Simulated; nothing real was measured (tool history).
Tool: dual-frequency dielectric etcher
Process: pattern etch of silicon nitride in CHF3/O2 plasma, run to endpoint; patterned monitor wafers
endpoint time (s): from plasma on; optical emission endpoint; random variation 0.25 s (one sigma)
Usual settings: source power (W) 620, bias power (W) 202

run,hour,source power (W),bias power (W),"incoming incoming film thickness, nm",endpoint time (s)
1,0.0,620,162,66.3,50.3
2,17.4,620,162,66.0,49.7
3,45.3,740,212,66.7,39.1
4,78.0,620,241,66.4,39.8
5,111.4,620,202,66.4,44.2
6,162.6,620,202,65.9,43.1
7,171.5,620,202,66.0,43.4
8,185.2,620,158,65.9,49.3
9,203.1,620,202,66.5,43.6
10,224.9,520,202,66.0,48.1
11,254.2,710,173,66.2,43.4
12,288.2,750,183,65.9,41.7
13,302.0,510,153,66.0,59.4
14,331.0,710,239,65.6,37.3
15,364.6,470,175,66.0,57.8

Not shown: 4 entries that the log had between the listed runs. Between which runs, and how does the tool's hidden state differ before and after?
Between runs 5 and 6: source power generator calibrated (hour 144.1); upper electrode replaced (hour 162.1)
  etch rate over this chamber's usual, %: 2.07 -> 2.61
  measured less the result without the state, endpoint time (s): -0.9 -> -1.1
Between runs 9 and 10: bias power generator calibrated (hour 224.4)
  etch rate over this chamber's usual, %: 3.04 -> 3.27
  measured less the result without the state, endpoint time (s): -1.3 -> -1.6
Between runs 11 and 12: wet clean of the chamber (hour 287.7)
  etch rate over this chamber's usual, %: 3.58 -> 0.0364
  measured less the result without the state, endpoint time (s): -1.6 -> -0.1
